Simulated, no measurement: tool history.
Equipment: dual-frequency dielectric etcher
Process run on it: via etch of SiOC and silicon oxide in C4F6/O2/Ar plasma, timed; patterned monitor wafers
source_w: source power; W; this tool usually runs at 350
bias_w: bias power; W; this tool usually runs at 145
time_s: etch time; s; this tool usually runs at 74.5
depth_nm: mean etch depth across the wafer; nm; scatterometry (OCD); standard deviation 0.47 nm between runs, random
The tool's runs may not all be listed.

run	day	source_w	bias_w	time_s	read-back reference wafer on the same gauge, depth_nm	depth_nm
1	0	350	145	74.5	69.4	76.7
2	1.542	350	145	74.5	69.2	76.7
3	2.804	350	145	74.5	69.5	76.1
4	4.196	350	145	74.5	69.5	75.4
5	5.388	350	145	74.5	69.3	75.4
6	6.45	350	145	74.5	69.2	75.4
7	7.529	350	145	74.5	69.3	74.3
8	10.254	350	161	74.5	69.5	76.5
9	12.796	350	161	74.5	69.1	76.8
10	15.421	350	145	74.5	69.3	73
11	16.842	350	145	74.5	69.4	73.2
# day 18.458: wet clean of the chamber
12	18.862	350	145	74.5	69.3	76.7
# day 20.075: source power generator calibrated
# day 21.733: upper electrode replaced
13	21.754	350	145	74.5	69.6	75.9
14	23.183	350	145	74.5	69.3	76.1
15	24.829	350	145	91.5	69.5	92.9
16	27.017	350	145	74.5	69.4	75
17	29.004	440	145	74.5	69.3	83.8
# day 31.321: bias power generator calibrated
18	31.662	350	145	74.5	69.5	74.5
# day 32.154: gauge calibrated
19	33.654	350	165	74.5	69.1	76.8
20	37.775	310	126	86	69.4	77
21	39.779	300	122	57	69.3	50
22	42.517	350	160	74.5	69.4	74.3
# day 43.721: wet clean of the chamber
23	45.208	350	145	82	69.2	84.8
24	47.742	300	123	66.5	69.2	61.4

Hidden state or all else? Some run-to-run changes of depth_nm, split into what the settings, what came in and random variation would give without the hidden state, and what is left for the hidden state (with any gauge scatter that isn't in both results):
Unlogged tool condition in this case: etch rate over this chamber's usual, %; source power that arrives over what is set, %; bias power that arrives over what is set, %; gauge reads high (%).
Run 11 -> 12: wet clean of the chamber. depth_nm +3.5 nm: hidden state +3.2, all else +0.3.
Run 20 -> 21: source_w 310 -> 300, bias_w 126 -> 122, time_s 86 -> 57. depth_nm -27 nm: hidden state +1.1, all else -28.1.
Run 21 -> 22: source_w 300 -> 350, bias_w 122 -> 160, time_s 57 -> 74.5. depth_nm +24.3 nm: hidden state -1.8, all else +26.1.
Run 22 -> 23: bias_w 160 -> 145, time_s 74.5 -> 82, wet clean of the chamber. depth_nm +10.5 nm: hidden state +4.4, all else +6.1.
